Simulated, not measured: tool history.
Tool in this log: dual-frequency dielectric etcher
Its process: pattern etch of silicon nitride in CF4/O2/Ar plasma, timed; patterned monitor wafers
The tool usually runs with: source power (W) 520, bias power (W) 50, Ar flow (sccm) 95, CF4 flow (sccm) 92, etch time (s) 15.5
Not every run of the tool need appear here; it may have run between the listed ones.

run   hour  source power (W)  bias power (W)  Ar flow (sccm)  CF4 flow (sccm)  etch time (s)  read-back reference wafer on the same gauge, depth_nm  mean etch depth across the wafer (nm)
  1      0               520              50              95               92           15.5                                                  27.19                                  29.79
  2   15.4               520              50              95               92           15.5                                                   27.2                                  29.78
  3   36.2               520              50              95               92           15.5                                                   27.2                                  29.82
  4   71.6               520              50              95               92           15.5                                                  27.21                                  29.88
     112.5  -- bias power generator calibrated
     121.2  -- Ar flow controller replaced
     124.4  -- source power generator calibrated
  5  125.2               520              50              95               92             18                                                  27.18                                  36.02
  6  160.8               520              50              95               92             18                                                   27.2                                  36.14
  7  177.8               520              50              95               92           15.5                                                   27.2                                  31.05
  8  198.5               520              50              95               92           15.5                                                  27.22                                  31.03
     255.6  -- CF4 flow controller replaced
     279.7  -- wet clean of the chamber
  9  280.2               520              50              95               92           15.5                                                  27.18                                  30.81
 10  280.6               520              56              95               92           12.5                                                  27.19                                  25.23
 11    306               520              55              95              104             17                                                   27.2                                  34.62
 12  334.2               440              58             110               82           15.5                                                   27.2                                   25.5
 13  350.1               520              55              95               92           15.5                                                   27.2                                  31.11
 14  378.9               520              50             108               92           15.5                                                   27.2                                  30.45
     399.2  -- gauge calibrated
     411.4  -- upper electrode replaced
 15    446               520              50              73               92           15.5                                                   27.2                                  31.67
 16  466.7               520              50              77               71           19.5                                                  27.19                                  38.61

Run 17 comes next. What will it give?
 17  550.7               520              50             115               92           12.5                                                      ?                                      ?

read-back reference wafer on the same gauge, depth_nm: 27.19
mean etch depth across the wafer (nm): 24.57
With no hidden state in the tool, this same run would have given mean etch depth across the wafer (nm) 24.25.

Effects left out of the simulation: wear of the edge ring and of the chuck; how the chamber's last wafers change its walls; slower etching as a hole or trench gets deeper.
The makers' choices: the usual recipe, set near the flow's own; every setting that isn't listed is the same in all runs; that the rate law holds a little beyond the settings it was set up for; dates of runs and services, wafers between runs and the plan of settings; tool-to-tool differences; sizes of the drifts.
